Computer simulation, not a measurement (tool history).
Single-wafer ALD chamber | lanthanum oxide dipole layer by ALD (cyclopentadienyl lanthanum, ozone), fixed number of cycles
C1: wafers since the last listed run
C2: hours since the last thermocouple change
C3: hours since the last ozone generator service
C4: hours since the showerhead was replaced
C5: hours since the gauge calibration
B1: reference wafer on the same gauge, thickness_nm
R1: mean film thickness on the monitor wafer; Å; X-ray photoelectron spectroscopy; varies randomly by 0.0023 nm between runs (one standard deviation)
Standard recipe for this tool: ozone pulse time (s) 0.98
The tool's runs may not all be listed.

{"run": 1, "day": 0.0, "ozone pulse time (s)": 1.26, "C1": 0, "C2": 414.5, "C3": 246.7, "C4": 6031.0, "C5": 356.8, "B1": 0.375, "R1": 4.53}
{"run": 2, "day": 3.608, "ozone pulse time (s)": 1.26, "C1": 2316, "C2": 501.1, "C3": 333.3, "C4": 6117.6, "C5": 443.4, "B1": 0.375, "R1": 4.47}
{"run": 3, "day": 7.492, "ozone pulse time (s)": 1.26, "C1": 2492, "C2": 594.3, "C3": 426.5, "C4": 6210.8, "C5": 536.6, "B1": 0.376, "R1": 4.47}
{"run": 4, "day": 9.65, "ozone pulse time (s)": 0.89, "C1": 1385, "C2": 646.1, "C3": 478.3, "C4": 6262.6, "C5": 588.4, "B1": 0.375, "R1": 4.09}
{"run": 5, "day": 11.671, "ozone pulse time (s)": 0.89, "C1": 1297, "C2": 694.6, "C3": 526.8, "C4": 6311.1, "C5": 636.9, "B1": 0.375, "R1": 4.11}
{"run": 6, "day": 13.688, "ozone pulse time (s)": 0.98, "C1": 1294, "C2": 743.0, "C3": 575.2, "C4": 6359.5, "C5": 685.3, "B1": 0.375, "R1": 4.23}
{"run": 7, "day": 15.204, "ozone pulse time (s)": 0.98, "C1": 973, "C2": 779.4, "C3": 611.6, "C4": 6395.9, "C5": 721.7, "B1": 0.376, "R1": 4.2}
{"run": 8, "day": 16.896, "ozone pulse time (s)": 0.98, "C1": 1085, "C2": 820.0, "C3": 652.2, "C4": 6436.5, "C5": 762.3, "B1": 0.375, "R1": 4.16}
{"run": 9, "day": 21.221, "ozone pulse time (s)": 0.98, "C1": 2776, "C2": 923.8, "C3": 756.0, "C4": 6540.3, "C5": 866.1, "B1": 0.375, "R1": 4.2}
{"run": 10, "day": 25.6, "ozone pulse time (s)": 0.98, "C1": 2811, "C2": 1028.9, "C3": 861.1, "C4": 6645.4, "C5": 971.2, "B1": 0.375, "R1": 4.18}
{"run": 11, "day": 28.771, "ozone pulse time (s)": 0.98, "C1": 2035, "C2": 1105.0, "C3": 937.2, "C4": 6721.5, "C5": 1047.3, "B1": 0.376, "R1": 4.12}
{"day": 31.258, "done": "thermocouple changed; heater temperature recalibrated"}
{"run": 12, "day": 31.646, "ozone pulse time (s)": 0.68, "C1": 1631, "C2": 9.3, "C3": 1006.2, "C4": 6790.5, "C5": 1116.3, "B1": 0.375, "R1": 3.64}
{"run": 13, "day": 34.2, "ozone pulse time (s)": 0.98, "C1": 1639, "C2": 70.6, "C3": 1067.5, "C4": 6851.8, "C5": 1177.6, "B1": 0.375, "R1": 4.14}
{"day": 35.421, "done": "gauge calibrated"}
{"run": 14, "day": 36.438, "ozone pulse time (s)": 0.84, "C1": 1436, "C2": 124.3, "C3": 1121.2, "C4": 6905.5, "C5": 24.4, "B1": 0.375, "R1": 3.91}
{"day": 40.512, "done": "showerhead replaced"}
{"run": 15, "day": 40.533, "ozone pulse time (s)": 1.18, "C1": 2415, "C2": 222.6, "C3": 1219.5, "C4": 0.5, "C5": 122.7, "B1": 0.375, "R1": 4.36}
{"run": 16, "day": 42.05, "ozone pulse time (s)": 1.36, "C1": 973, "C2": 259.0, "C3": 1255.9, "C4": 36.9, "C5": 159.1, "B1": 0.375, "R1": 4.52}
{"run": 17, "day": 46.542, "ozone pulse time (s)": 1.21, "C1": 2883, "C2": 366.8, "C3": 1363.7, "C4": 144.7, "C5": 266.9, "B1": 0.375, "R1": 4.39}
{"day": 48.558, "done": "ozone generator serviced"}
{"run": 18, "day": 50.692, "ozone pulse time (s)": 0.67, "C1": 2449, "C2": 466.4, "C3": 51.2, "C4": 244.3, "C5": 366.5, "B1": 0.375, "R1": 3.43}
{"run": 19, "day": 52.529, "ozone pulse time (s)": 0.86, "C1": 1179, "C2": 510.5, "C3": 95.3, "C4": 288.4, "C5": 410.6, "B1": 0.376, "R1": 3.69}
{"run": 20, "day": 54.883, "ozone pulse time (s)": 0.98, "C1": 1511, "C2": 567.0, "C3": 151.8, "C4": 344.9, "C5": 467.1, "B1": 0.375, "R1": 3.86}
{"run": 21, "day": 57.725, "ozone pulse time (s)": 1.14, "C1": 1824, "C2": 635.2, "C3": 220.0, "C4": 413.1, "C5": 535.3, "B1": 0.376, "R1": 4.02}
{"run": 22, "day": 59.262, "ozone pulse time (s)": 1.25, "C1": 986, "C2": 672.1, "C3": 256.9, "C4": 450.0, "C5": 572.2, "B1": 0.375, "R1": 4.14}
{"run": 23, "day": 61.571, "ozone pulse time (s)": 1.15, "C1": 1481, "C2": 727.5, "C3": 312.3, "C4": 505.4, "C5": 627.6, "B1": 0.375, "R1": 3.99}
{"run": 24, "day": 63.979, "ozone pulse time (s)": 1.33, "C1": 1545, "C2": 785.3, "C3": 370.1, "C4": 563.2, "C5": 685.4, "B1": 0.375, "R1": 4.13}
{"day": 67.167, "done": "ozone generator serviced, repeated, since the last time left the tool worse"}
{"run": 25, "day": 67.596, "ozone pulse time (s)": 0.72, "C1": 2107, "C2": 872.1, "C3": 10.3, "C4": 650.0, "C5": 772.2, "B1": 0.375, "R1": 4.04}
{"run": 26, "day": 70.846, "ozone pulse time (s)": 0.98, "C1": 2086, "C2": 950.1, "C3": 88.3, "C4": 728.0, "C5": 850.2, "B1": 0.374, "R1": 4.34}
{"run": 27, "day": 75.204, "ozone pulse time (s)": 0.98, "C1": 2797, "C2": 1054.7, "C3": 192.9, "C4": 832.6, "C5": 954.8, "B1": 0.375, "R1": 4.32}
{"run": 28, "day": 80.921, "ozone pulse time (s)": 0.59, "C1": 3669, "C2": 1191.9, "C3": 330.1, "C4": 969.8, "C5": 1092.0, "B1": 0.375, "R1": 3.67}
{"day": 83.896, "done": "gauge calibrated"}
{"run": 29, "day": 84.754, "ozone pulse time (s)": 1.19, "C1": 2460, "C2": 1283.9, "C3": 422.1, "C4": 1061.8, "C5": 20.6, "B1": 0.374, "R1": 4.47}
{"run": 30, "day": 87.092, "ozone pulse time (s)": 0.72, "C1": 1500, "C2": 1340.0, "C3": 478.2, "C4": 1117.9, "C5": 76.7, "B1": 0.375, "R1": 3.86}
{"day": 89.771, "done": "thermocouple changed; heater temperature recalibrated"}
{"run": 31, "day": 89.792, "ozone pulse time (s)": 0.87, "C1": 1519, "C2": 0.5, "C3": 543.0, "C4": 1182.7, "C5": 141.5, "B1": 0.375, "R1": 4.09}

Results per run with the tool's hidden condition removed, run-to-run variation unchanged:
The hidden state here: wafer temperature above the value expected at the setpoint (K); ozone dose above that of a generator just serviced (%); gauge reads high (%).
run=1 R1=4.64
run=2 R1=4.59
run=3 R1=4.62
run=4 R1=4.30
run=5 R1=4.32
run=6 R1=4.44
run=7 R1=4.42
run=8 R1=4.38
run=9 R1=4.44
run=10 R1=4.43
run=11 R1=4.37
run=12 R1=3.94
run=13 R1=4.40
run=14 R1=4.20
run=15 R1=4.60
run=16 R1=4.73
run=17 R1=4.63
run=18 R1=3.97
run=19 R1=4.23
run=20 R1=4.41
run=21 R1=4.56
run=22 R1=4.67
run=23 R1=4.57
run=24 R1=4.67
run=25 R1=4.06
run=26 R1=4.39
run=27 R1=4.41
run=28 R1=3.83
run=29 R1=4.61
run=30 R1=4.05
run=31 R1=4.29
